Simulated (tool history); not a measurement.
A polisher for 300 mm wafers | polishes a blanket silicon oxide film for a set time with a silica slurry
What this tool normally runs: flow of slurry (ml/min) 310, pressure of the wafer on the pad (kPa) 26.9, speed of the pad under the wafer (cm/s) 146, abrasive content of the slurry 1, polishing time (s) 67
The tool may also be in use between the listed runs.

run	hour	flow of slurry (ml/min)	pressure of the wafer on the pad (kPa)	speed of the pad under the wafer (cm/s)	abrasive content of the slurry	polishing time (s)	incoming thickness of the incoming film, nm	film removed (angstrom)
1	0	310	26.9	146	1	81	1023.7	2627
2	12.1	310	26.9	164	1	67	1046.3	2332
3	28.1	310	26.9	146	1	67	1018.9	2101
4	39.2	310	26.9	146	1	67	1014.9	2119
# hour 47.4: worn pad replaced by a new one
5	54.9	310	24.1	146	1	67	1040.8	1973
6	62.5	310	24.1	146	1	67	1039.1	1951
7	73.1	310	20	146	1	67	1037.5	1652
8	89.5	310	20	146	1	67	1021.8	1660
9	101.7	310	26.9	146	1	67	1029.5	2075
10	112.8	310	26.9	146	1	73	1024.4	2263
11	119.9	310	26.9	146	1	67	1034.4	2135
# hour 126.4: worn pad replaced by a new one
12	135.6	230	26.9	146	0.8	67	1017.4	1693
13	142.2	310	26.9	146	1	67	1036.6	2118
# hour 143.6: slurry nozzle cleaned
# hour 155.6: head pressure recalibrated
14	156.1	310	26.9	146	1	67	1022.1	2215
15	164.1	380	22.1	146	1	45	1018.3	1294
16	175.9	310	26.9	146	1	49	1022.5	1653
17	193.3	310	26.9	146	1	67	1030.3	2234
18	210.4	310	26.9	146	1	67	1035.1	2177
# hour 214.6: worn pad replaced by a new one
# hour 219.8: slurry blender recalibrated
19	224	365	31.7	122	0.8	67	1027.1	1953
# hour 228.3: conditioning disc replaced and pad reconditioned
20	237	310	26.9	194	1	67	1031.4	2917
21	243.8	310	26.9	114	1	67	1042.5	1985
22	251.6	385	26.9	146	1	67	1016.6	2428
23	267.4	240	26.9	190	0.85	49	1031.2	1798
24	279.3	310	26.9	146	1	67	1033.5	2308
# hour 295.5: worn pad replaced by a new one
25	297.1	310	26.9	146	0.8	67	1045	2011
26	309.1	390	20	96	0.85	67	1031.1	1257

Branching from run 26: 4 alternative next runs. What would each branch give?
A	309.5	310	26.9	124	1	67	1011.3	?
B	309.5	235	26.9	188	1.15	49	1011.3	?
C	309.5	355	26.9	146	0.7	56	1011.3	?
D	309.5	220	20.7	192	1	52	1011.3	?

run	film removed (angstrom)
A	2014
B	2027
C	1509
D	1584
Had the tool no hidden state, the same runs would have come out as:
run	film removed (angstrom)
A	2140
B	2201
C	1598
D	1720

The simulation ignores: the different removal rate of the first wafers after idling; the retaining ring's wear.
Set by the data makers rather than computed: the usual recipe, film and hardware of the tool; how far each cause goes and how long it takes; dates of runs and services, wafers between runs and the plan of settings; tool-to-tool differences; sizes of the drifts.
